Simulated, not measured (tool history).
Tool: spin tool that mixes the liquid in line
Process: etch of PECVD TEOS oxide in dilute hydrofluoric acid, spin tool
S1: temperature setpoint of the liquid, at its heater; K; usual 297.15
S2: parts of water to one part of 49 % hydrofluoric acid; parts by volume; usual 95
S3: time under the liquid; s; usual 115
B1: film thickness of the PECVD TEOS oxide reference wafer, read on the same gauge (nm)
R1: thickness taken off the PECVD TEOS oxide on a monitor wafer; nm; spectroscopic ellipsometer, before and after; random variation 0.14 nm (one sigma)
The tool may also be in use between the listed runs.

run,hour,S1,S2,S3,B1,R1
1,0,297.15,95,115,120,17.79
2,60.7,297.15,95,115,119.96,17.86
3,86,297.15,70,155,120,33.77
4,134.4,297.15,120,95,119.99,11.45
# hour 158.9: hydrofluoric acid flow meter replaced
5,184.8,297.15,120,95,120.04,11
6,232.3,297.15,120,95,120.01,10.98
7,269,293.65,95,115,120.01,15.26
8,302.2,298.15,95,115,120,18.51
9,356.3,297.15,95,115,119.99,17.36
10,403.9,293.15,95,115,120.01,15.03
11,459.1,293.15,95,115,120.02,14.96
12,517.7,292.65,60,165,120.01,35.3
13,565.5,297.15,95,115,119.99,17.65
14,601,294.15,75,140,120.03,24.66
15,649.9,293.15,75,165,120.02,27.89
16,695,297.15,115,115,120,14.15
17,770.7,294.15,50,160,120.01,43.92
18,811.3,297.15,95,115,119.96,18.14
19,845.1,300.65,115,115,120.02,16.49
20,905.8,299.15,60,135,120.02,38.45
21,977.2,297.15,135,180,119.97,18.84
22,1017.2,297.15,95,145,119.99,22.46
# hour 1029.1: gauge calibrated
# hour 1079.3: thermometer replaced
23,1082.5,297.15,95,55,120.02,8.5
24,1109.8,298.15,95,115,120.01,18.58
25,1147.5,297.15,95,115,119.99,18.08
26,1219.3,293.65,115,140,120.03,15.33
# hour 1225.2: hydrofluoric acid flow meter replaced
27,1277.4,297.15,75,115,120,22.78
28,1315.6,297.15,45,115,119.99,39.38
29,1374.4,295.15,95,180,120.02,24.99
30,1409.5,295.15,115,55,120.01,6.28
31,1595.1,299.65,95,115,120.02,19.63
32,1629,297.15,95,180,120.01,27.78
33,1691.6,294.65,95,115,120.03,16.07
34,1720.1,301.65,95,180,119.99,32.93

3 ways to go on from here, each from the tool as it stands after run 34. What would each give?
A,1720.5,297.15,95,115,?,?
B,1720.5,302.15,95,145,?,?
C,1720.5,300.65,50,115,?,?

run,B1,R1
A,120.03,17.76
B,120.03,27.2
C,120.03,41.17
Without the tool's hidden state the same runs would have given:
run,R1
A,17.39
B,26.63
C,40.34

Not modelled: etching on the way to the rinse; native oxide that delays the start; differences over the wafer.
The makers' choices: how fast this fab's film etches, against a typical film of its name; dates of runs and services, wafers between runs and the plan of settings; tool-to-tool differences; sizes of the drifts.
